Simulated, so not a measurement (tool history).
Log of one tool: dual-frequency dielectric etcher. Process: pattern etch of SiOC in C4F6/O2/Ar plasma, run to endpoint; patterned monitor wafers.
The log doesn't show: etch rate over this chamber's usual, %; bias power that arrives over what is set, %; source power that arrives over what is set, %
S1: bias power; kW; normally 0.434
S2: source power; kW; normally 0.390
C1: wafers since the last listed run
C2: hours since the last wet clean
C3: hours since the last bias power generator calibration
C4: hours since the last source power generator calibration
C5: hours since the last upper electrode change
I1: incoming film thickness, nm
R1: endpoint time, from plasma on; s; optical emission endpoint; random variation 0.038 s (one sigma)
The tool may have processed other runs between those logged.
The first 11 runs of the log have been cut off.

run	day	S1	S2	C1	C2	C3	C4	C5	I1	R1
12	11.971	0.466	0.390	525	196.7	2360.7	2658.0	5404.7	26.10	8.8
13	14.592	0.434	0.470	979	259.6	2423.6	2720.9	5467.6	25.94	8.2
# day 17.908: upper electrode replaced
14	18.988	0.434	0.470	1269	365.1	2529.1	2826.4	25.9	25.86	8.1
15	20.121	0.434	0.470	423	392.3	2556.3	2853.6	53.1	25.86	8.2
16	21.017	0.434	0.390	334	413.8	2577.8	2875.1	74.6	26.16	8.9
17	22.175	0.493	0.290	433	441.6	2605.6	2902.9	102.4	25.76	9.6
18	22.867	0.511	0.300	258	458.2	2622.2	2919.5	119.0	25.84	9.4
# day 24.646: wet clean of the chamber
19	24.667	0.434	0.390	299	0.5	2665.4	2962.7	162.2	26.14	8.9
20	24.721	0.465	0.490	20	1.8	2666.7	2964.0	163.5	25.88	7.9
21	26.025	0.491	0.390	487	33.1	2698.0	2995.3	194.8	25.83	8.5
22	27.075	0.434	0.390	392	58.3	2723.2	3020.5	220.0	25.78	8.7
23	28.038	0.514	0.340	359	81.4	2746.3	3043.6	243.1	25.81	8.8
24	28.908	0.465	0.420	325	102.3	2767.2	3064.5	264.0	25.93	8.5
25	29.688	0.434	0.390	291	121.0	2785.9	3083.2	282.7	25.91	8.8
# day 30.304: bias power generator calibrated
# day 31.008: source power generator calibrated
26	31.075	0.358	0.480	394	154.3	18.5	1.6	316.0	25.89	8.4
27	32.171	0.369	0.340	409	180.6	44.8	27.9	342.3	25.95	9.7
28	33.488	0.332	0.300	492	212.2	76.4	59.5	373.9	25.83	10.4
29	34.496	0.355	0.430	377	236.4	100.6	83.7	398.1	25.91	8.8
30	35.183	0.434	0.390	257	252.9	117.1	100.2	414.6	25.98	8.8
31	36.662	0.343	0.310	553	288.4	152.6	135.7	450.1	26.13	10.4
32	37.629	0.434	0.390	361	311.6	175.8	158.9	473.3	25.82	8.8
33	38.721	0.483	0.460	408	337.8	202.0	185.1	499.5	26.07	8.1
34	40.075	0.434	0.390	506	370.3	234.5	217.6	532.0	25.70	8.7
35	40.708	0.490	0.480	236	385.5	249.7	232.8	547.2	25.76	7.8

Predict each of these 4 candidate next runs independently; none follows another, all start after run 35:
A	40.725	0.434	0.290	6	385.9	250.1	233.2	547.6	26.03	?
B	40.725	0.531	0.430	6	385.9	250.1	233.2	547.6	26.03	?
C	40.725	0.368	0.420	6	385.9	250.1	233.2	547.6	26.03	?
D	40.725	0.434	0.360	6	385.9	250.1	233.2	547.6	26.03	?

run	R1
A	10.0
B	8.1
C	8.9
D	9.1
Without the tool's unlogged condition, the same runs would have read:
run	R1
A	10.0
B	8.1
C	8.9
D	9.1

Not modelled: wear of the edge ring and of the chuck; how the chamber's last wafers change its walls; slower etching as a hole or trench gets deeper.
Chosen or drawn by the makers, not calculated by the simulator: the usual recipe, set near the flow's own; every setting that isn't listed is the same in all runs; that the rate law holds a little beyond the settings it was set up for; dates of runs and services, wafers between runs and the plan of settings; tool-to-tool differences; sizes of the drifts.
